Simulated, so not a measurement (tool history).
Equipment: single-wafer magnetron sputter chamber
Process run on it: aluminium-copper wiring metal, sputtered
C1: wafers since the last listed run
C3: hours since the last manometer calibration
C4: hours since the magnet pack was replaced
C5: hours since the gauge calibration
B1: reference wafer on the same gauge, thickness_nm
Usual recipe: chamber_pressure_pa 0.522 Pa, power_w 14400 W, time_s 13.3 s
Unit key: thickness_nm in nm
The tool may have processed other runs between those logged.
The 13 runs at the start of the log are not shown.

{"run": 14, "hour": 888.7, "chamber_pressure_pa": 0.522, "power_w": 14400, "time_s": 13.3, "C1": 1039, "wafers on the sputter target": 6954, "C3": 391.1, "C4": 102.9, "C5": 1144, "B1": 407.089, "thickness_nm": 328.302}
{"hour": 946.8, "done": "sputter target and shields replaced"}
{"run": 15, "hour": 980.7, "chamber_pressure_pa": 0.383, "power_w": 14400, "time_s": 14.7, "C1": 1682, "wafers on the sputter target": 678, "C3": 483.1, "C4": 194.9, "C5": 1236, "B1": 407.505, "thickness_nm": 416.973}
{"run": 16, "hour": 1050.6, "chamber_pressure_pa": 0.335, "power_w": 15600, "time_s": 14.8, "C1": 1399, "wafers on the sputter target": 2078, "C3": 553, "C4": 264.8, "C5": 1305.9, "B1": 407.128, "thickness_nm": 454.307}
{"run": 17, "hour": 1098.1, "chamber_pressure_pa": 0.42, "power_w": 15550, "time_s": 14.1, "C1": 951, "wafers on the sputter target": 3029, "C3": 600.5, "C4": 312.3, "C5": 1353.4, "B1": 407.073, "thickness_nm": 403.104}
{"run": 18, "hour": 1199.7, "chamber_pressure_pa": 0.706, "power_w": 14400, "time_s": 13.3, "C1": 2034, "wafers on the sputter target": 5063, "C3": 702.1, "C4": 413.9, "C5": 1455, "B1": 405.989, "thickness_nm": 299.647}
{"run": 19, "hour": 1273.1, "chamber_pressure_pa": 0.708, "power_w": 16350, "time_s": 14.7, "C1": 1469, "wafers on the sputter target": 6533, "C3": 775.5, "C4": 487.3, "C5": 1528.4, "B1": 407.807, "thickness_nm": 359.665}
{"hour": 1351.8, "done": "sputter target and shields replaced"}
{"run": 20, "hour": 1360.2, "chamber_pressure_pa": 0.522, "power_w": 12650, "time_s": 11.2, "C1": 1583, "wafers on the sputter target": 168, "C3": 862.6, "C4": 574.4, "C5": 1615.5, "B1": 407.034, "thickness_nm": 269.253}
{"run": 21, "hour": 1406.5, "chamber_pressure_pa": 0.406, "power_w": 16850, "time_s": 15.8, "C1": 927, "wafers on the sputter target": 1095, "C3": 908.9, "C4": 620.7, "C5": 1661.8, "B1": 407.42, "thickness_nm": 491.976}
{"hour": 1453.1, "done": "gauge calibrated"}
{"run": 22, "hour": 1459.1, "chamber_pressure_pa": 0.398, "power_w": 13000, "time_s": 13.3, "C1": 1053, "wafers on the sputter target": 2149, "C3": 961.5, "C4": 673.3, "C5": 6, "B1": 407.04, "thickness_nm": 340.514}
{"hour": 1505.8, "done": "capacitance manometer re-zeroed and calibrated"}
{"run": 23, "hour": 1506.6, "chamber_pressure_pa": 0.386, "power_w": 11850, "time_s": 10.8, "C1": 790, "wafers on the sputter target": 2940, "C3": 0.8, "C4": 720.8, "C5": 53.5, "B1": 406.2, "thickness_nm": 254.878}
{"run": 24, "hour": 1598.6, "chamber_pressure_pa": 0.425, "power_w": 12400, "time_s": 11.1, "C1": 1842, "wafers on the sputter target": 4782, "C3": 92.8, "C4": 812.8, "C5": 145.5, "B1": 407.029, "thickness_nm": 260.098}
{"run": 25, "hour": 1670.8, "chamber_pressure_pa": 0.713, "power_w": 14400, "time_s": 14.9, "C1": 1445, "wafers on the sputter target": 6228, "C3": 165, "C4": 885, "C5": 217.7, "B1": 407.526, "thickness_nm": 323.404}
{"hour": 1746.5, "done": "sputter target and shields replaced"}
{"run": 26, "hour": 1762.0, "chamber_pressure_pa": 0.522, "power_w": 12000, "time_s": 13.3, "C1": 1666, "wafers on the sputter target": 310, "C3": 256.2, "C4": 976.2, "C5": 308.9, "B1": 407.247, "thickness_nm": 302.461}
{"run": 27, "hour": 1868.3, "chamber_pressure_pa": 0.677, "power_w": 16700, "time_s": 11.8, "C1": 2128, "wafers on the sputter target": 2439, "C3": 362.5, "C4": 1082.5, "C5": 415.2, "B1": 407.864, "thickness_nm": 302.544}
{"run": 28, "hour": 1962.3, "chamber_pressure_pa": 0.706, "power_w": 14400, "time_s": 13.3, "C1": 1882, "wafers on the sputter target": 4321, "C3": 456.5, "C4": 1176.5, "C5": 509.2, "B1": 407.854, "thickness_nm": 298.105}
{"run": 29, "hour": 2033.8, "chamber_pressure_pa": 0.677, "power_w": 16700, "time_s": 11.8, "C1": 1431, "wafers on the sputter target": 5753, "C3": 528, "C4": 1248, "C5": 580.7, "B1": 407.237, "thickness_nm": 298.956}
{"run": 30, "hour": 2111.6, "chamber_pressure_pa": 0.522, "power_w": 14400, "time_s": 13.3, "C1": 1557, "wafers on the sputter target": 7311, "C3": 605.8, "C4": 1325.8, "C5": 658.5, "B1": 406.092, "thickness_nm": 333.656}

What if the next run were any one of these 4? Each begins from the tool's condition after run 30:
{"run": "A", "hour": 2112.0, "chamber_pressure_pa": 0.451, "power_w": 14400, "time_s": 13.3, "C1": 8, "wafers on the sputter target": 7319, "C3": 606.2, "C4": 1326.2, "C5": 658.9, "B1": "?", "thickness_nm": "?"}
{"run": "B", "hour": 2112.0, "chamber_pressure_pa": 0.641, "power_w": 16100, "time_s": 11.4, "C1": 8, "wafers on the sputter target": 7319, "C3": 606.2, "C4": 1326.2, "C5": 658.9, "B1": "?", "thickness_nm": "?"}
{"run": "C", "hour": 2112.0, "chamber_pressure_pa": 0.364, "power_w": 16450, "time_s": 11.9, "C1": 8, "wafers on the sputter target": 7319, "C3": 606.2, "C4": 1326.2, "C5": 658.9, "B1": "?", "thickness_nm": "?"}
{"run": "D", "hour": 2112.0, "chamber_pressure_pa": 0.459, "power_w": 17550, "time_s": 11.3, "C1": 8, "wafers on the sputter target": 7319, "C3": 606.2, "C4": 1326.2, "C5": 658.9, "B1": "?", "thickness_nm": "?"}

run=A B1=406.947 thickness_nm=346.813
run=B B1=406.947 thickness_nm=287.874
run=C B1=406.947 thickness_nm=360.845
run=D B1=406.947 thickness_nm=339.244
With the hidden condition removed and each run's random variation left untouched, the same runs would have given:
run=A thickness_nm=359.464
run=B thickness_nm=294.154
run=C thickness_nm=376.648
run=D thickness_nm=351.397
